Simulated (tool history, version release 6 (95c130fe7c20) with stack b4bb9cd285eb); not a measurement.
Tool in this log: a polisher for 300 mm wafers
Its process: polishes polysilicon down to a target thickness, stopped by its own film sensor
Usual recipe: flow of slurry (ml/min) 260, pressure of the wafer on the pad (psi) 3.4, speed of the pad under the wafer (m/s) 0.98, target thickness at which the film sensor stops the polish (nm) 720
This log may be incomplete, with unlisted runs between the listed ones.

run    hour  flow of slurry (ml/min)  pressure of the wafer on the pad (psi)  speed of the pad under the wafer (m/s)  target thickness at which the film sensor stops the polish (nm)  incoming thickness of the incoming film, nm  time until the film sensor stopped the polish (s)
  1       0                      260                                     3.4                                    0.86                                                              720                                       1348.5                                               93.1
       13.9  -- slurry nozzle cleaned
  2    57.3                      260                                     3.4                                    0.86                                                              720                                       1385.6                                               95.1
  3   123.8                      260                                     3.4                                    0.98                                                              720                                       1357.7                                               83.3
      177.3  -- worn pad replaced by a new one
  4   177.8                      260                                     2.5                                    0.76                                                              720                                       1352.9                                              142.6
  5   203.7                      290                                     3.4                                    0.98                                                              720                                       1348.8                                               83.7
  6   232.2                      290                                     3.4                                    0.98                                                              720                                       1355.9                                               83.1
  7   279.8                      290                                     3.4                                    0.98                                                              720                                       1369.6                                               85.3
      299.6  -- head pressure recalibrated
  8   313.3                      280                                     3.4                                    0.98                                                              720                                       1371.9                                               85.1
  9   343.6                      280                                     3.4                                    0.98                                                              720                                       1346.1                                               81.4
 10   387.1                      280                                     3.4                                    0.98                                                              720                                       1354.8                                               83.4
      391.2  -- worn pad replaced by a new one
      393.6  -- slurry nozzle cleaned
 11   420.5                      260                                     3.4                                    0.98                                                              720                                       1334.1                                               80.7
 12   491.4                      320                                     2.6                                    1.08                                                              720                                       1342.3                                               96.9
 13   530.4                      260                                     3.4                                    0.76                                                              787                                       1366.5                                              100.2
 14   571.8                      260                                     3.4                                    0.98                                                              603                                       1368.9                                               98.5
      639.6  -- worn pad replaced by a new one
 15   640.7                      185                                     3.4                                    1.18                                                              720                                       1363.4                                                 71
      665.9  -- head pressure recalibrated
 16   685.7                      295                                     4.1                                    0.82                                                              720                                       1357.4                                               79.8
 17   712.9                      290                                     3.4                                    0.98                                                              720                                       1360.7                                               81.9
      735.4  -- slurry nozzle cleaned
 18   763.5                      260                                     3.8                                    1.12                                                              720                                         1375                                               68.5
      849.1  -- worn pad replaced by a new one
 19   936.4                      260                                     3.4                                    0.98                                                              941                                       1343.8                                               54.1
 20   994.5                      340                                     4.2                                    1.22                                                              885                                       1352.8                                                 38
       1018  -- head pressure recalibrated
 21  1037.9                      260                                     3.4                                    0.98                                                              720                                       1362.5                                               83.1
     1045.9  -- worn pad replaced by a new one
 22  1067.6                      310                                     3.1                                    0.98                                                              720                                       1357.1                                               92.2
 23  1096.6                      260                                     3.4                                    0.98                                                              720                                       1355.9                                               81.5

List, for all runs, the conditions of the tool that the log does not record:
removal rate lost through wear of the pad, %: 0 across all the runs
slurry flow missing at the pad, %: 0 across all the runs
deviation of the head's pressure from its setpoint, %: 0 across all the runs
